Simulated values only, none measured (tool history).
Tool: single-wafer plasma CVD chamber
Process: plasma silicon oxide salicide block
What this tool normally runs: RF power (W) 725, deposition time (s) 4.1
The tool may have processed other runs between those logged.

run	hour	RF power (W)	deposition time (s)	read-back reference wafer on the same gauge, thickness_nm	mean film thickness on the monitor wafer (nm)
1	0	675	4.1	43.099	43.862
2	9.7	675	4.1	43.129	43.964
3	16.1	725	4.1	43.081	44.833
4	26.8	725	4.1	43.085	44.851
5	39.3	725	3.88	43.097	42.503
6	45.8	680	4.1	43.094	43.961
7	55.5	725	4.6	43.096	50.329
8	70.9	725	4.6	43.094	50.303
9	81.6	725	4.1	43.114	45.026
10	92.2	725	4.1	43.103	44.759
11	99.5	725	4.1	43.104	44.951
12	110.3	725	4.1	43.08	44.922
13	117.7	725	3.57	43.095	39.152
14	129.4	725	3.57	43.081	39.08
15	136.8	725	3.57	43.092	39.039
16	143.8	725	3.8	43.113	41.687
17	157.7	840	4.1	43.096	46.937
18	173	840	4.1	43.099	47.01
# hour 182.7: RF generator calibrated
# hour 198.2: gauge calibrated
19	217.8	725	4.1	43.085	44.236
20	229.3	725	4.1	43.097	44.219
21	245.5	725	4.1	43.092	44.252
22	252.8	725	4.1	43.111	44.325
23	267.9	850	3.69	43.102	41.832
# hour 284: RF generator calibrated, repeated, since the last time left the tool worse
24	284.5	855	4.84	43.092	56.893
25	289.2	795	3.89	43.113	44.602
26	318.8	725	4.1	43.093	45.584
27	325.2	725	4.1	43.098	45.787
28	332.7	840	4.1	43.066	47.93
29	346.8	725	4.1	43.104	45.711
30	355.1	815	4.69	43.079	54.222
31	368.4	770	4.37	43.116	49.606
32	385	810	4.57	43.094	52.622
33	401.4	725	4.56	43.106	50.655
34	416.1	845	3.47	43.114	40.591
35	427.3	620	4.1	43.124	43.457
36	433.4	795	3.89	43.094	44.586
37	445.7	615	3.6	43.092	38.069
# hour 461.9: showerhead replaced
38	462.4	680	4.44	43.11	48.454
39	505.2	725	4.1	43.106	45.531
40	514.1	820	4.36	43.117	50.366
41	531.2	725	4.1	43.09	45.649
42	544.3	630	3.88	43.105	41.415

What does the tool deliver on the next run?
43	551.1	595	3.83	?	?

read-back reference wafer on the same gauge, thickness_nm: 43.093
mean film thickness on the monitor wafer (nm): 40.063
Minus the tool's unlogged condition, the same run would have read mean film thickness on the monitor wafer (nm) 40.197.
